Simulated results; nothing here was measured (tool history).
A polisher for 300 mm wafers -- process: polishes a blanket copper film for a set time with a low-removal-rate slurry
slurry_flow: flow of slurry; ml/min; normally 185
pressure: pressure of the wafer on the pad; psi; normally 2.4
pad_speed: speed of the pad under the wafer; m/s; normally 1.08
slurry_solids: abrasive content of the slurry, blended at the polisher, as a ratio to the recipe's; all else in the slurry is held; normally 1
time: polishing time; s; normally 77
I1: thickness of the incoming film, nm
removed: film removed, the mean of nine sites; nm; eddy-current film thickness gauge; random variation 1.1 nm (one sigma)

Run 1, hour 0: usual settings; I1 1449.8. Result: removed 172.6 nm.
Run 2, hour 14.3: usual settings; I1 1458.4. Result: removed 173.7 nm.
Run 3, hour 28.2: usual settings; I1 1462.4. Result: removed 171.1 nm.
At hour 42.6: worn pad replaced by a new one.
Run 4, hour 59: usual settings; I1 1498.9. Result: removed 174.2 nm.
Run 5, hour 69: usual settings; I1 1453.8. Result: removed 171.8 nm.
Run 6, hour 75.1: usual settings but pressure 3 psi; I1 1454. Result: removed 215.5 nm.
Run 7, hour 85.7: usual settings; I1 1483.2. Result: removed 173.9 nm.
At hour 100.5: slurry blender recalibrated.
Run 8, hour 101: usual settings; I1 1461.4. Result: removed 173.2 nm.
Run 9, hour 112.3: usual settings; I1 1444.8. Result: removed 172.9 nm.
Run 10, hour 124.9: usual settings; I1 1458.2. Result: removed 172 nm.
Run 11, hour 135.8: usual settings; I1 1461.3. Result: removed 172.2 nm.
At hour 141.2: worn pad replaced by a new one.
Run 12, hour 144.8: usual settings but pad_speed 0.78 m/s; I1 1479.8. Result: removed 127.9 nm.
Run 13, hour 153.4: usual settings; I1 1462. Result: removed 174.6 nm.
Run 14, hour 159.5: usual settings but pad_speed 0.72 m/s, time 69 s; I1 1455.9. Result: removed 105.6 nm.
Run 15, hour 168.1: usual settings but pad_speed 0.88 m/s; I1 1464.8. Result: removed 142.4 nm.
At hour 169.2: slurry nozzle cleaned.
Run 16, hour 174.8: usual settings; I1 1492. Result: removed 176.5 nm.
Run 17, hour 188: usual settings but pad_speed 0.72 m/s, time 100 s; I1 1472.4. Result: removed 149.4 nm.
Run 18, hour 199.2: usual settings but slurry_flow 250 ml/min, pressure 1.9 psi, pad_speed 1.22 m/s; I1 1470.2. Result: removed 160.5 nm.
Run 19, hour 213.5: usual settings but slurry_flow 215 ml/min, pressure 2 psi, time 57 s; I1 1465. Result: removed 107 nm.
Run 20, hour 226.3: usual settings but slurry_flow 145 ml/min, pressure 3 psi, slurry_solids 1.15, time 96 s; I1 1467.7. Result: removed 273.8 nm.
At hour 230.7: worn pad replaced by a new one.
Run 21, hour 235: usual settings but pressure 2.9 psi; I1 1471. Result: removed 212.6 nm.
At hour 251.1: head pressure recalibrated.
Run 22, hour 252.7: usual settings but slurry_flow 215 ml/min, time 68 s; I1 1490.9. Result: removed 156.8 nm.
At hour 262.5: slurry blender recalibrated.
Run 23, hour 267.4: usual settings but pad_speed 1.18 m/s, time 54 s; I1 1466.4. Result: removed 133 nm.
At hour 311.4: worn pad replaced by a new one.
Run 24, hour 319.4: usual settings but slurry_flow 240 ml/min, pad_speed 1.4 m/s; I1 1445.8. Result: removed 236.4 nm.
Run 25, hour 367.6: usual settings but pressure 3.2 psi, slurry_solids 0.9, time 97 s; I1 1478.7. Result: removed 283 nm.
Run 26, hour 377.6: usual settings but pad_speed 0.76 m/s, time 58 s; I1 1479.1. Result: removed 90.4 nm.
Run 27, hour 384.5: usual settings but slurry_flow 230 ml/min, slurry_solids 0.8; I1 1471.5. Result: removed 162.1 nm.
At hour 392.1: worn pad replaced by a new one.
Run 28, hour 394.4: usual settings but slurry_flow 215 ml/min, pressure 2 psi, time 57 s; I1 1466.1. Result: removed 110.2 nm.
Run 29, hour 409.9: usual settings but slurry_flow 165 ml/min, pressure 1.8 psi, slurry_solids 1.2, time 55 s; I1 1469.9. Result: removed 99.6 nm.

Alternative continuations, all from the tool just after run 29; predict every row:
Run A, hour 410.3: usual settings; I1 1490.9. Result: removed ?.
Run B, hour 410.3: usual settings but pressure 2.1 psi, slurry_solids 1.1; I1 1490.9. Result: removed ?.
Run C, hour 410.3: usual settings but pressure 1.7 psi, pad_speed 0.86 m/s, slurry_solids 0.9; I1 1490.9. Result: removed ?.
Run D, hour 410.3: usual settings but slurry_flow 135 ml/min, slurry_solids 1.1; I1 1490.9. Result: removed ?.
Run E, hour 410.3: usual settings but pad_speed 1.34 m/s; I1 1490.9. Result: removed ?.

run  removed
  A    175.6
  B    158.9
  C     95.3
  D      175
  E    217.9
Without the tool's unlogged condition, the same runs would have read:
run  removed
  A    178.3
  B    161.3
  C     96.7
  D    177.6
  E    221.2
